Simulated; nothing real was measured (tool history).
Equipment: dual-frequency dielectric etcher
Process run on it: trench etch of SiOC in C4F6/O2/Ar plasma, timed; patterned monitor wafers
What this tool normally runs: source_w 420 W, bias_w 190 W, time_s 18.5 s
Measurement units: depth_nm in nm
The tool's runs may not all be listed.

run   hour  source_w  bias_w  time_s  wafers since the last listed run  hours since the last wet clean  hours since the last source power generator calibration  hours since the last bias power generator calibration  hours since the last upper electrode change  hours since the gauge calibration  read-back reference wafer on the same gauge, depth_nm  depth_nm
  1    0.0       390     190    18.5                                 0                           230.0                                                   1480.2                                                 2680.7                                       1804.3                              236.8                                                  45.28     41.42
  2   11.1       390     190    18.5                               129                           241.1                                                   1491.3                                                 2691.8                                       1815.4                              247.9                                                  45.25     41.58
  3   22.9       420     190    22.5                               137                           252.9                                                   1503.1                                                 2703.6                                       1827.2                              259.7                                                  45.31     52.74
  4   31.8       420     162    18.5                               103                           261.8                                                   1512.0                                                 2712.5                                       1836.1                              268.6                                                  45.31     40.82
  5   45.9       420     162    18.5                               164                           275.9                                                   1526.1                                                 2726.6                                       1850.2                              282.7                                                  45.33     41.04
  6   53.1       490     190    18.5                                84                           283.1                                                   1533.3                                                 2733.8                                       1857.4                              289.9                                                  45.31     47.17
  7   61.1       490     190    18.5                                93                           291.1                                                   1541.3                                                 2741.8                                       1865.4                              297.9                                                  45.28     47.04
  8   75.6       490     190    18.5                               169                           305.6                                                   1555.8                                                 2756.3                                       1879.9                              312.4                                                  45.29     46.96
  9   90.9       470     190    18.5                               178                           320.9                                                   1571.1                                                 2771.6                                       1895.2                              327.7                                                  45.29     46.25
 10   99.9       470     190    18.5                               105                           329.9                                                   1580.1                                                 2780.6                                       1904.2                              336.7                                                  45.30     46.20
 11  115.3       450     190    22.5                               179                           345.3                                                   1595.5                                                 2796.0                                       1919.6                              352.1                                                  45.35     55.14
     118.3  -- gauge calibrated
 12  127.1       460     190    18.5                               137                           357.1                                                   1607.3                                                 2807.8                                       1931.4                                8.8                                                  45.30     45.76
 13  138.1       420     190    18.5                               128                           368.1                                                   1618.3                                                 2818.8                                       1942.4                               19.8                                                  45.29     43.56
 14  146.7       420     190    18.5                               100                           376.7                                                   1626.9                                                 2827.4                                       1951.0                               28.4                                                  45.32     43.83
     153.0  -- bias power generator calibrated
 15  159.7       330     190    20.5                               105                           389.7                                                   1639.9                                                    6.7                                       1964.0                               41.4                                                  45.32     42.34
 16  166.1       350     190    18.5                                74                           396.1                                                   1646.3                                                   13.1                                       1970.4                               47.8                                                  45.27     39.74
     195.1  -- wet clean of the chamber
 17  195.6       510     190    18.5                                64                             0.5                                                   1675.8                                                   42.6                                       1999.9                               77.3                                                  45.29     46.74
 18  195.9       420     190    18.5                                 3                             0.8                                                   1676.1                                                   42.9                                       2000.2                               77.6                                                  45.31     42.21
     231.9  -- source power generator calibrated
     232.4  -- upper electrode replaced
 19  232.9       390     154    13.5                               378                            37.8                                                      1.0                                                   79.9                                          0.5                              114.6                                                  45.32     27.32
 20  233.3       420     227    22.0                                 4                            38.2                                                      1.4                                                   80.3                                          0.9                              115.0                                                  45.31     53.89
 21  233.6       340     170    20.5                                 3                            38.5                                                      1.7                                                   80.6                                          1.2                              115.3                                                  45.34     40.03
 22  235.0       520     190    23.0                                16                            39.9                                                      3.1                                                   82.0                                          2.6                              116.7                                                  45.32     58.76
 23  241.4       330     210    14.5                                74                            46.3                                                      9.5                                                   88.4                                          9.0                              123.1                                                  45.32     30.11
 24  249.6       420     190    18.5                                95                            54.5                                                     17.7                                                   96.6                                         17.2                              131.3                                                  45.29     42.53
 25  261.1       450     213    18.5                               134                            66.0                                                     29.2                                                  108.1                                         28.7                              142.8                                                  45.27     45.96
 26  276.9       420     208    20.5                               184                            81.8                                                     45.0                                                  123.9                                         44.5                              158.6                                                  45.29     48.56
 27  285.7       420     190    14.5                               102                            90.6                                                     53.8                                                  132.7                                         53.3                              167.4                                                  45.31     33.34
 28  302.9       370     149    18.5                               200                           107.8                                                     71.0                                                  149.9                                         70.5                              184.6                                                  45.35     36.27
 29  315.9       420     190    14.0                               151                           120.8                                                     84.0                                                  162.9                                         83.5                              197.6                                                  45.29     32.26

5 ways to go on from here, each from the tool as it stands after run 29. What would each give?
  A  316.3       420     190    18.5                                 4                           121.2                                                     84.4                                                  163.3                                         83.9                              198.0                                                      ?         ?
  B  316.3       500     190    18.5                                 4                           121.2                                                     84.4                                                  163.3                                         83.9                              198.0                                                      ?         ?
  C  316.3       420     235    18.5                                 4                           121.2                                                     84.4                                                  163.3                                         83.9                              198.0                                                      ?         ?
  D  316.3       480     190    17.0                                 4                           121.2                                                     84.4                                                  163.3                                         83.9                              198.0                                                      ?         ?
  E  316.3       330     190    18.5                                 4                           121.2                                                     84.4                                                  163.3                                         83.9                              198.0                                                      ?         ?

run  read-back reference wafer on the same gauge, depth_nm  depth_nm
  A                                                  45.32     42.66
  B                                                  45.32     46.74
  C                                                  45.32     46.15
  D                                                  45.32     42.06
  E                                                  45.32     37.21
What these runs would have given with no unlogged condition in the tool:
run  depth_nm
  A     42.16
  B     46.19
  C     45.60
  D     41.56
  E     36.77

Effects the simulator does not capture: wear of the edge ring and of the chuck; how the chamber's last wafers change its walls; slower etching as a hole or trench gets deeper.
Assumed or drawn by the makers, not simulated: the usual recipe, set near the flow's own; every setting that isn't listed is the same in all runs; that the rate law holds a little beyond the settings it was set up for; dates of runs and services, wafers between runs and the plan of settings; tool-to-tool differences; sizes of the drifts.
